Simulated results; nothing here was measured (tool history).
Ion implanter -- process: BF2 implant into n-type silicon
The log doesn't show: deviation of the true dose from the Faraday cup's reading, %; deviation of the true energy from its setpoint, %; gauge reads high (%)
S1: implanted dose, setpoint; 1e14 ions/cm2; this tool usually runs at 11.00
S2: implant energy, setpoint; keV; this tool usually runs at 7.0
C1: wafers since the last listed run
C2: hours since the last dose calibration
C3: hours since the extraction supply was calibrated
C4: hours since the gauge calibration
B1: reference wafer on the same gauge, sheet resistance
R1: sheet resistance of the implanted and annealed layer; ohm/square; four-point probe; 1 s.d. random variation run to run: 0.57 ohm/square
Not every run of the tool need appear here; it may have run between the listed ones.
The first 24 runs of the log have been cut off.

{"run": 25, "hour": 1904.0, "S1": 11.0, "S2": 7.0, "C1": 2069, "C2": 1401.5, "C3": 889.3, "C4": 638.6, "B1": 304.94, "R1": 278.69}
{"run": 26, "hour": 1974.2, "S1": 8.01, "S2": 7.0, "C1": 1427, "C2": 1471.7, "C3": 959.5, "C4": 708.8, "B1": 304.92, "R1": 304.62}
{"run": 27, "hour": 2010.4, "S1": 9.84, "S2": 9.0, "C1": 735, "C2": 1507.9, "C3": 995.7, "C4": 745.0, "B1": 304.99, "R1": 266.24}
{"run": 28, "hour": 2112.2, "S1": 11.0, "S2": 9.0, "C1": 2069, "C2": 1609.7, "C3": 1097.5, "C4": 846.8, "B1": 305.05, "R1": 259.33}
{"run": 29, "hour": 2149.2, "S1": 13.07, "S2": 7.0, "C1": 752, "C2": 1646.7, "C3": 1134.5, "C4": 883.8, "B1": 304.94, "R1": 270.33}
{"run": 30, "hour": 2361.6, "S1": 11.0, "S2": 7.0, "C1": 4317, "C2": 1859.1, "C3": 1346.9, "C4": 1096.2, "B1": 304.87, "R1": 279.15}
{"run": 31, "hour": 2422.7, "S1": 8.59, "S2": 9.0, "C1": 1242, "C2": 1920.2, "C3": 1408.0, "C4": 1157.3, "B1": 305.04, "R1": 275.55}
{"run": 32, "hour": 2472.5, "S1": 8.08, "S2": 8.5, "C1": 1012, "C2": 1970.0, "C3": 1457.8, "C4": 1207.1, "B1": 305.14, "R1": 286.28}
{"run": 33, "hour": 2565.4, "S1": 13.76, "S2": 4.5, "C1": 1888, "C2": 2062.9, "C3": 1550.7, "C4": 1300.0, "B1": 305.17, "R1": 301.21}
{"run": 34, "hour": 2604.1, "S1": 8.7, "S2": 7.0, "C1": 786, "C2": 2101.6, "C3": 1589.4, "C4": 1338.7, "B1": 305.06, "R1": 294.46}
{"run": 35, "hour": 2681.8, "S1": 9.4, "S2": 9.5, "C1": 1579, "C2": 2179.3, "C3": 1667.1, "C4": 1416.4, "B1": 305.04, "R1": 263.41}
{"run": 36, "hour": 2926.8, "S1": 7.83, "S2": 6.5, "C1": 4980, "C2": 2424.3, "C3": 1912.1, "C4": 1661.4, "B1": 305.08, "R1": 311.8}
{"hour": 2983.7, "done": "Faraday cup replaced and dose calibrated"}
{"run": 37, "hour": 3007.5, "S1": 8.93, "S2": 8.5, "C1": 1477, "C2": 23.8, "C3": 1992.8, "C4": 1742.1, "B1": 304.94, "R1": 281.84}

Each row is a separate what-if for the run after 37, all from the same tool condition, not one after another. Results?
{"run": "A", "hour": 3007.9, "S1": 12.85, "S2": 7.0, "C1": 8, "C2": 24.2, "C3": 1993.2, "C4": 1742.5, "B1": "?", "R1": "?"}
{"run": "B", "hour": 3007.9, "S1": 8.81, "S2": 5.0, "C1": 8, "C2": 24.2, "C3": 1993.2, "C4": 1742.5, "B1": "?", "R1": "?"}
{"run": "C", "hour": 3007.9, "S1": 8.75, "S2": 9.5, "C1": 8, "C2": 24.2, "C3": 1993.2, "C4": 1742.5, "B1": "?", "R1": "?"}
{"run": "D", "hour": 3007.9, "S1": 12.64, "S2": 8.0, "C1": 8, "C2": 24.2, "C3": 1993.2, "C4": 1742.5, "B1": "?", "R1": "?"}

run=A B1=305.16 R1=273.36
run=B B1=305.16 R1=327.93
run=C B1=305.16 R1=273.10
run=D B1=305.16 R1=264.12
With the hidden condition removed and each run's random variation left untouched, the same runs would have given:
run=A R1=271.64
run=B R1=325.79
run=C R1=271.11
run=D R1=262.37
